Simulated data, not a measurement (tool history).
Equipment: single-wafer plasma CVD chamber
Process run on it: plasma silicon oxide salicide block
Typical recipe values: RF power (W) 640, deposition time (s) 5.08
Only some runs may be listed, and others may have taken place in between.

run    hour  RF power (W)  deposition time (s)  wafers since the last listed run  hours since the last RF generator calibration  hours since the showerhead was replaced  hours since the gauge calibration  read-back reference wafer on the same gauge, thickness_nm  mean film thickness on the monitor wafer (nm)
  1     0.0           575                 4.76                                 0                                          761.1                                   6047.5                              985.4                                                     57.478                                         43.876
  2    69.8           730                 5.08                              2453                                          830.9                                   6117.3                             1055.2                                                     57.507                                         49.613
  3   130.1           730                 5.08                              2119                                          891.2                                   6177.6                             1115.5                                                     57.482                                         49.676
  4   225.8           605                 5.08                              3364                                          986.9                                   6273.3                             1211.2                                                     57.542                                         47.257
  5   312.9           605                 5.08                              3062                                         1074.0                                   6360.4                             1298.3                                                     57.470                                         47.048
      345.8  -- RF generator calibrated
  6   406.2           605                 5.08                              2998                                           60.4                                   6453.7                             1391.6                                                     57.491                                         47.630
  7   458.5           640                 4.58                              1838                                          112.7                                   6506.0                             1443.9                                                     57.450                                         43.639
  8   523.6           640                 4.58                              2288                                          177.8                                   6571.1                             1509.0                                                     57.442                                         43.597
      599.9  -- gauge calibrated
  9   623.9           640                 4.58                              3526                                          278.1                                   6671.4                               24.0                                                     57.505                                         43.750
 10   666.8           640                 5.08                              1508                                          321.0                                   6714.3                               66.9                                                     57.523                                         48.416
 11   765.9           675                 5.08                              3483                                          420.1                                   6813.4                              166.0                                                     57.513                                         48.861
      790.4  -- showerhead replaced
 12   807.9           675                 5.08                              1195                                          462.1                                     17.5                              208.0                                                     57.478                                         48.887
 13   889.2           550                 5.48                              2858                                          543.4                                     98.8                              289.3                                                     57.534                                         49.689
 14   938.4           605                 5.08                              1729                                          592.6                                    148.0                              338.5                                                     57.548                                         47.486
 15   989.8           750                 4.20                              1807                                          644.0                                    199.4                              389.9                                                     57.481                                         41.466
 16  1055.6           750                 4.24                              2313                                          709.8                                    265.2                              455.7                                                     57.551                                         41.751

Estimate the outcome of run 17 from the log above:
 17  1115.6           640                 4.08                              2109                                          769.8                                    325.2                              515.7                                                          ?                                              ?

{"run 17": {"read-back reference wafer on the same gauge, thickness_nm": 57.541, "mean film thickness on the monitor wafer (nm)": 38.441}}
The same run, on a tool lacking any hidden state, would have yielded mean film thickness on the monitor wafer (nm) 38.884.

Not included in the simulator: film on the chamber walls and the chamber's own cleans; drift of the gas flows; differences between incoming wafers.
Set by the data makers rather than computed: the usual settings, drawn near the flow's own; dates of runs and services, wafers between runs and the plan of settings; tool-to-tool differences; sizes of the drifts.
